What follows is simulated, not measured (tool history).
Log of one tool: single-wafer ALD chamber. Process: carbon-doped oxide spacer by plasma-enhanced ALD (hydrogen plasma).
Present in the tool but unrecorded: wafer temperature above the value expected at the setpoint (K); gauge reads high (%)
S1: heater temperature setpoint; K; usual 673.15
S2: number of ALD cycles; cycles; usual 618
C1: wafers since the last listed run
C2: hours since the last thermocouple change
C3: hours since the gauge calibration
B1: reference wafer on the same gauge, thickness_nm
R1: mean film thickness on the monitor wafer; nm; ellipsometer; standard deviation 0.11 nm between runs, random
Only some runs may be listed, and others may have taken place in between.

run,hour,S1,S2,C1,C2,C3,B1,R1
1,0.0,673.15,618,0,995.1,1018.7,32.587,28.476
2,82.2,673.15,618,68,1077.3,1100.9,32.622,28.430
3,178.0,673.15,618,79,1173.1,1196.7,32.593,28.343
# hour 261.0: thermocouple changed; heater temperature recalibrated
4,281.7,673.15,660,79,20.7,1300.4,32.597,30.649
5,364.3,673.15,660,68,103.3,1383.0,32.606,30.726
6,422.8,677.15,618,48,161.8,1441.5,32.565,28.751
7,509.6,673.15,618,71,248.6,1528.3,32.644,28.682
8,565.1,673.15,618,46,304.1,1583.8,32.613,28.785
9,767.2,673.15,618,167,506.2,1785.9,32.592,28.435
10,854.5,673.15,618,72,593.5,1873.2,32.601,28.627
11,894.8,673.15,618,33,633.8,1913.5,32.580,28.556
12,996.1,673.15,618,83,735.1,2014.8,32.563,28.593
13,1048.4,673.15,618,43,787.4,2067.1,32.611,28.672
14,1089.7,668.15,732,34,828.7,2108.4,32.601,34.298
# hour 1122.9: gauge calibrated
15,1159.4,662.15,722,57,898.4,36.5,32.602,33.710
16,1209.7,664.15,656,41,948.7,86.8,32.603,30.579
17,1277.8,673.15,660,56,1016.8,154.9,32.627,30.432
18,1333.5,673.15,618,46,1072.5,210.6,32.568,28.384
19,1467.2,682.15,738,110,1206.2,344.3,32.596,32.869
20,1510.4,684.15,506,35,1249.4,387.5,32.618,22.549
# hour 1584.7: thermocouple changed; heater temperature recalibrated
21,1735.0,673.15,618,179,150.3,612.1,32.606,28.638
22,1771.5,668.15,561,30,186.8,648.6,32.598,26.142
23,1861.6,673.15,618,74,276.9,738.7,32.615,28.491
24,1927.2,665.15,560,54,342.5,804.3,32.576,26.075
25,2024.2,673.15,739,80,439.5,901.3,32.604,34.209
26,2125.5,673.15,618,83,540.8,1002.6,32.623,28.695
27,2223.6,668.15,519,81,638.9,1100.7,32.598,24.125

Consider 3 possible next runs. They are alternatives, not a sequence: every one starts from the tool as it was left by run 27. What does each give?
A,2224.9,673.15,671,1,640.2,1102.0,?,?
B,2224.9,664.15,659,1,640.2,1102.0,?,?
C,2224.9,684.15,575,1,640.2,1102.0,?,?

run,B1,R1
A,32.593,31.057
B,32.593,30.752
C,32.593,25.712
The same runs, with their run-to-run variation unchanged, on a tool lacking any hidden condition would have given:
run,R1
A,31.312
B,30.752
C,25.930
